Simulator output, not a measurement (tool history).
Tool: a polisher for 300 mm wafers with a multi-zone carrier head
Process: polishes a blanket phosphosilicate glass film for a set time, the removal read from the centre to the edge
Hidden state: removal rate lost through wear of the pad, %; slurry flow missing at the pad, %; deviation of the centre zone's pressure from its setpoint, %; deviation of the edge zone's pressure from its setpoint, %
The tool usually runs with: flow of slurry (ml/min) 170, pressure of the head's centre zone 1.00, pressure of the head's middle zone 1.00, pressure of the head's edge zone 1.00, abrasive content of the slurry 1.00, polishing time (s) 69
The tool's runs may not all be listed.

run     day  flow of slurry (ml/min)  pressure of the head's centre zone  pressure of the head's middle zone  pressure of the head's edge zone  abrasive content of the slurry  polishing time (s)  wafers since the last listed run  wafers polished on this pad  hours since the slurry nozzle was cleaned  hours since the centre zone pressure was calibrated  hours since the edge zone pressure was calibrated  hours since the carrier head's membrane was replaced  incoming thickness of the incoming film, nm  film removed at the wafer's centre (Å)  film removed at mid-radius (Å)  film removed at the wafer's edge (Å)
  1   0.000                      170                                1.00                                1.00                              1.00                            0.80                  85                                 0                         3361                                      129.7                                                228.1                                              149.0                                                 693.5                                       2987.7                                    6887                            7126                                  7173
      0.771  -- worn pad replaced by a new one
  2   1.767                      170                                1.00                                1.00                              1.00                            0.80                  85                               334                          207                                      172.1                                                270.5                                              191.4                                                 735.9                                       2967.6                                    7172                            7571                                  7707
  3   2.862                      170                                1.00                                1.00                              1.10                            1.00                  69                               229                          436                                      198.4                                                296.8                                              217.7                                                 762.2                                       2989.7                                    6443                            6689                                  7230
      5.558  -- centre zone pressure recalibrated
  4   5.583                      170                                1.00                                1.05                              1.00                            1.00                  69                               551                          988                                      263.7                                                  0.6                                              283.0                                                 827.5                                       3004.4                                    6086                            6950                                  6597
  5   7.154                      170                                1.00                                0.92                              1.00                            1.00                  69                               328                         1316                                      301.4                                                 38.3                                              320.7                                                 865.2                                       2964.0                                    5974                            5989                                  6550
  6   8.217                      170                                1.00                                1.00                              1.00                            1.00                  69                               222                         1538                                      326.9                                                 63.8                                              346.2                                                 890.7                                       3017.9                                    6083                            6308                                  6645
      8.308  -- edge zone pressure recalibrated
  7  10.033                      170                                1.00                                1.00                              1.00                            1.00                  69                               362                         1900                                      370.5                                                107.4                                               41.4                                                 934.3                                       2958.3                                    6028                            6339                                  6548
  8  12.154                      170                                1.00                                1.06                              1.00                            1.25                  69                               443                         2344                                      421.4                                                158.3                                               92.3                                                 985.2                                       2991.6                                    6572                            7287                                  6951
     13.317  -- slurry nozzle cleaned
  9  13.671                      170                                1.11                                1.00                              0.90                            1.20                  63                               308                         2652                                        8.5                                                194.7                                              128.7                                                1021.6                                       3012.4                                    7098                            6662                                  6410
 10  15.267                      170                                1.00                                1.10                              1.00                            1.00                  56                               333                         2986                                       46.8                                                233.0                                              167.0                                                1059.9                                       2952.8                                    5355                            5929                                  5486
 11  18.179                      200                                1.00                                1.00                              0.94                            1.10                  82                               608                         3594                                      116.7                                                302.9                                              236.9                                                1129.8                                       2990.5                                    7916                            8364                                  7998
     18.567  -- worn pad replaced by a new one
     21.158  -- centre zone pressure recalibrated
 12  21.179                      170                                0.93                                1.00                              1.04                            1.00                  77                               574                          529                                      188.7                                                  0.5                                              308.9                                                1201.8                                       3010.8                                    6752                            7471                                  7706
 13  23.838                      170                                1.00                                1.00                              1.00                            1.00                  69                               555                         1084                                      252.5                                                 64.3                                              372.7                                                1265.6                                       3006.2                                    6156                            6446                                  6593
     24.571  -- carrier head's membrane replaced by a new one
 14  25.192                      170                                1.11                                1.00                              0.96                            1.00                  69                               239                         1324                                      285.0                                                 96.8                                              405.2                                                  14.9                                       2983.9                                    6700                            6483                                  6315
     25.842  -- edge zone pressure recalibrated
 15  26.229                      170                                0.93                                1.00                              1.04                            1.00                  77                               199                         1523                                      309.9                                                121.7                                                9.3                                                  39.8                                       3041.3                                    6282                            7057                                  7402
 16  28.783                      215                                1.00                                0.92                              1.07                            1.00                  46                               533                         2057                                      371.2                                                183.0                                               70.6                                                 101.1                                       3013.0                                    4168                            4011                                  4613
 17  30.679                      170                                1.00                                1.00                              1.00                            1.00                  69                               396                         2453                                      416.7                                                228.5                                              116.1                                                 146.6                                       2991.6                                    5855                            6205                                  6333
     31.325  -- slurry nozzle cleaned
 18  33.154                      170                                1.00                                1.00                              1.00                            1.00                  69                               508                         2962                                       43.9                                                287.9                                              175.5                                                 206.0                                       2979.2                                    6293                            6520                                  6626
     33.475  -- worn pad replaced by a new one
 19  35.683                      170                                0.90                                1.00                              1.00                            1.00                  69                               493                          461                                      104.6                                                348.6                                              236.2                                                 266.7                                       2959.8                                    5802                            6786                                  6740
     35.979  -- centre zone pressure recalibrated
     43.417  -- edge zone pressure recalibrated
 20  44.142                      170                                1.00                                1.08                              1.00                            0.85                  69                              1733                         2194                                      307.6                                                195.9                                               17.4                                                 469.7                                       2981.8                                    5493                            6233                                  5845
 21  46.000                      195                                1.00                                1.00                              1.11                            1.00                  50                               388                         2582                                      352.2                                                240.5                                               62.0                                                 514.3                                       2983.3                                    4461                            4561                                  4883
     48.208  -- worn pad replaced by a new one
     48.283  -- slurry nozzle cleaned
 22  48.525                      170                                1.00                                1.00                              1.00                            1.00                  69                               484                           57                                        5.8                                                301.1                                              122.6                                                 574.9                                       2947.2                                    7066                            7495                                  7362

Below are 3 alternative next runs, each starting from the tool's condition after run 22. Predict each:
  A  48.542                      170                                1.00                                1.00                              1.00                            1.00                  69                                 3                           61                                        6.2                                                301.5                                              123.0                                                 575.3                                       2986.2                                       ?                               ?                                     ?
  B  48.542                      170                                1.12                                1.00                              1.00                            0.90                  69                                 3                           61                                        6.2                                                301.5                                              123.0                                                 575.3                                       2986.2                                       ?                               ?                                     ?
  C  48.542                      120                                1.00                                1.06                              1.09                            1.00                  69                                 3                           61                                        6.2                                                301.5                                              123.0                                                 575.3                                       2986.2                                       ?                               ?                                     ?

run  film removed at the wafer's centre (Å)  film removed at mid-radius (Å)  film removed at the wafer's edge (Å)
  A                                    6997                            7467                                  7353
  B                                    7482                            7119                                  7015
  C                                    6575                            7423                                  7369
With no hidden state in the tool, these same runs would have given:
run  film removed at the wafer's centre (Å)  film removed at mid-radius (Å)  film removed at the wafer's edge (Å)
  A                                    7085                            7557                                  7432
  B                                    7577                            7205                                  7090
  C                                    6670                            7523                                  7455
